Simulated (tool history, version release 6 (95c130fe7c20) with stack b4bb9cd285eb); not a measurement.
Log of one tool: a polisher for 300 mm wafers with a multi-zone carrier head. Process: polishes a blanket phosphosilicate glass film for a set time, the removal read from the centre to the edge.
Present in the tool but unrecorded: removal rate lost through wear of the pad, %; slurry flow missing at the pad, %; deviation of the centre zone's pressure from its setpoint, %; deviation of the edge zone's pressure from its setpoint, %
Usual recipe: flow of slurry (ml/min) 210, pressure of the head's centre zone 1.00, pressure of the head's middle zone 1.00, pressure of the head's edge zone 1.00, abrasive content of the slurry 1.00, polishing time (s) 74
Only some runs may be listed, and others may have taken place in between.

run   hour  flow of slurry (ml/min)  pressure of the head's centre zone  pressure of the head's middle zone  pressure of the head's edge zone  abrasive content of the slurry  polishing time (s)  wafers since the last listed run  wafers polished on this pad  hours since the slurry nozzle was cleaned  hours since the centre zone pressure was calibrated  hours since the edge zone pressure was calibrated  hours since the carrier head's membrane was replaced  incoming thickness of the incoming film, nm  film removed at the wafer's centre (nm)  film removed at mid-radius (nm)  film removed at the wafer's edge (nm)
  1    0.0                      210                                1.00                                1.00                              1.00                            0.75                  74                                 0                          322                                       11.6                                                494.2                                               57.9                                                1111.9                                       4584.0                                    652.9                            642.8                                  657.8
      20.7  -- carrier head's membrane replaced by a new one
  2   53.1                      210                                1.00                                1.00                              1.00                            1.00                  74                               399                          722                                       64.7                                                547.3                                              111.0                                                  32.4                                       4662.0                                    754.1                            745.6                                  753.5
  3   97.2                      210                                1.00                                1.00                              1.00                            1.00                  74                               366                         1088                                      108.8                                                591.4                                              155.1                                                  76.5                                       4689.3                                    742.1                            738.5                                  748.6
  4  128.5                      280                                1.00                                1.00                              1.00                            0.80                  74                               259                         1348                                      140.1                                                622.7                                              186.4                                                 107.8                                       4636.2                                    716.3                            691.5                                  684.4
  5  157.5                      210                                1.00                                1.00                              1.00                            1.00                  87                               240                         1589                                      169.1                                                651.7                                              215.4                                                 136.8                                       4663.5                                    895.7                            870.8                                  887.7
  6  182.3                      210                                1.00                                1.00                              1.09                            1.25                  93                               205                         1795                                      193.9                                                676.5                                              240.2                                                 161.6                                       4674.2                                   1048.2                           1030.6                                 1104.7
  7  207.3                      210                                1.00                                1.00                              1.00                            1.00                  74                               207                         2002                                      218.9                                                701.5                                              265.2                                                 186.6                                       4665.9                                    757.8                            736.4                                  745.1
  8  255.5                      210                                1.00                                1.00                              1.00                            1.00                  65                               400                         2402                                      267.1                                                749.7                                              313.4                                                 234.8                                       4670.6                                    672.0                            653.8                                  660.4
  9  325.4                      270                                1.00                                1.00                              0.93                            1.00                  51                               580                         2983                                      337.0                                                819.6                                              383.3                                                 304.7                                       4617.1                                    552.7                            535.6                                  517.3
 10  370.5                      280                                1.11                                1.09                              1.00                            1.00                  56                               374                         3357                                      382.1                                                864.7                                              428.4                                                 349.8                                       4656.9                                    675.0                            625.1                                  587.6
     382.1  -- worn pad replaced by a new one
 11  440.3                      210                                1.00                                1.00                              1.00                            1.00                  74                               546                          483                                      451.9                                                934.5                                              498.2                                                 419.6                                       4654.4                                    781.7                            743.6                                  752.9
 12  487.7                      175                                0.96                                1.00                              1.00                            1.00                  74                               393                          877                                      499.3                                                981.9                                              545.6                                                 467.0                                       4645.2                                    724.7                            734.0                                  734.3
 13  542.5                      210                                1.00                                1.00                              1.05                            1.00                  74                               455                         1332                                      554.1                                               1036.7                                              600.4                                                 521.8                                       4687.5                                    779.1                            738.4                                  771.8
 14  582.5                      210                                1.00                                1.00                              0.96                            1.00                  74                               332                         1664                                      594.1                                               1076.7                                              640.4                                                 561.8                                       4723.7                                    771.6                            741.6                                  738.2
 15  608.9                      210                                0.97                                0.90                              1.00                            1.00                  50                               219                         1883                                      620.5                                               1103.1                                              666.8                                                 588.2                                       4646.3                                    512.7                            458.1                                  514.3
 16  640.2                      145                                1.09                                1.06                              1.07                            1.00                  74                               259                         2143                                      651.8                                               1134.4                                              698.1                                                 619.5                                       4584.9                                    811.5                            741.0                                  746.5
 17  667.9                      210                                1.00                                1.00                              1.00                            1.20                  74                               230                         2373                                      679.5                                               1162.1                                              725.8                                                 647.2                                       4658.3                                    836.2                            801.0                                  822.6
 18  707.3                      210                                1.09                                1.09                              1.07                            1.00                  74                               327                         2700                                      718.9                                               1201.5                                              765.2                                                 686.6                                       4710.3                                    847.1                            789.4                                  778.7
 19  738.4                      270                                1.00                                1.00                              1.00                            1.25                  74                               258                         2958                                      750.0                                               1232.6                                              796.3                                                 717.7                                       4610.3                                    903.4                            832.2                                  853.2
     792.0  -- centre zone pressure recalibrated
     795.8  -- slurry nozzle cleaned
 20  807.3                      210                                1.00                                0.95                              1.00                            1.00                  74                               547                         3506                                       11.5                                                 15.3                                              865.2                                                 786.6                                       4705.1                                    722.3                            710.2                                  751.3

5 options for the next run, each taken on its own from the tool as it stands now. Forecast them:
  A  807.7                      210                                1.00                                1.00                              1.00                            1.00                  74                                 3                         3509                                       11.9                                                 15.7                                              865.6                                                 787.0                                       4660.0                                        ?                                ?                                      ?
  B  807.7                      150                                1.04                                1.00                              0.93                            1.00                  96                                 3                         3509                                       11.9                                                 15.7                                              865.6                                                 787.0                                       4660.0                                        ?                                ?                                      ?
  C  807.7                      210                                1.00                                1.00                              1.10                            1.00                  57                                 3                         3509                                       11.9                                                 15.7                                              865.6                                                 787.0                                       4660.0                                        ?                                ?                                      ?
  D  807.7                      240                                1.05                                1.00                              1.00                            1.00                  74                                 3                         3509                                       11.9                                                 15.7                                              865.6                                                 787.0                                       4660.0                                        ?                                ?                                      ?
  E  807.7                      180                                1.00                                0.92                              1.00                            0.70                  85                                 3                         3509                                       11.9                                                 15.7                                              865.6                                                 787.0                                       4660.0                                        ?                                ?                                      ?

run  film removed at the wafer's centre (nm)  film removed at mid-radius (nm)  film removed at the wafer's edge (nm)
  A                                    733.5                            745.5                                  743.8
  B                                    936.3                            920.1                                  898.8
  C                                    565.0                            574.2                                  600.6
  D                                    784.5                            757.6                                  752.9
  E                                    685.5                            651.7                                  701.8
What these runs would have given with no unlogged condition in the tool:
run  film removed at the wafer's centre (nm)  film removed at mid-radius (nm)  film removed at the wafer's edge (nm)
  A                                    734.3                            745.5                                  743.8
  B                                    937.3                            920.1                                  898.8
  C                                    565.6                            574.2                                  600.6
  D                                    785.3                            757.6                                  752.9
  E                                    686.3                            651.7                                  701.8
